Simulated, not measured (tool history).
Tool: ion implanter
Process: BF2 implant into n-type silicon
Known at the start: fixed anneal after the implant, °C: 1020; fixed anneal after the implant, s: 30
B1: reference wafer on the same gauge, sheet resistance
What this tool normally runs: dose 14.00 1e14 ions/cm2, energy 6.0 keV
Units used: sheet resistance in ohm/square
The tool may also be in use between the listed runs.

run 1 day=0.000 | dose=14.00 energy=6.0 | B1=167.98 | sheet_resistance=176.20
run 2 day=4.462 | dose=14.00 energy=6.0 | B1=168.05 | sheet_resistance=176.06
run 3 day=6.579 | dose=14.00 energy=6.0 | B1=167.86 | sheet_resistance=174.91
run 4 day=9.071 | dose=14.00 energy=6.0 | B1=168.15 | sheet_resistance=175.29
-- day=12.408 Faraday cup replaced and dose calibrated
run 5 day=13.508 | dose=14.00 energy=6.0 | B1=167.95 | sheet_resistance=175.93
run 6 day=16.904 | dose=14.00 energy=6.0 | B1=167.88 | sheet_resistance=176.27
run 7 day=20.946 | dose=14.00 energy=6.0 | B1=168.23 | sheet_resistance=176.36
run 8 day=24.046 | dose=14.00 energy=6.0 | B1=167.94 | sheet_resistance=176.31
-- day=26.850 extraction supply calibrated
run 9 day=26.871 | dose=17.30 energy=6.5 | B1=167.90 | sheet_resistance=166.99
run 10 day=31.112 | dose=12.15 energy=4.0 | B1=168.15 | sheet_resistance=202.56
run 11 day=35.171 | dose=15.41 energy=4.0 | B1=167.94 | sheet_resistance=186.93
-- day=36.600 gauge calibrated
run 12 day=39.388 | dose=10.31 energy=8.0 | B1=168.06 | sheet_resistance=186.65
-- day=42.654 Faraday cup replaced and dose calibrated
run 13 day=42.675 | dose=14.00 energy=4.0 | B1=168.01 | sheet_resistance=191.65
run 14 day=44.896 | dose=12.18 energy=7.5 | B1=168.12 | sheet_resistance=176.08
run 15 day=48.492 | dose=14.00 energy=6.0 | B1=168.00 | sheet_resistance=174.97
run 16 day=55.692 | dose=14.00 energy=5.0 | B1=167.95 | sheet_resistance=182.17
run 17 day=59.029 | dose=10.49 energy=8.0 | B1=168.14 | sheet_resistance=184.20

Hidden state, per run?
deviation of the true dose from the Faraday cup's reading, %: 0 on each run
deviation of the true energy from its setpoint, %: 0 on each run
gauge reads high (%): 0 on each run
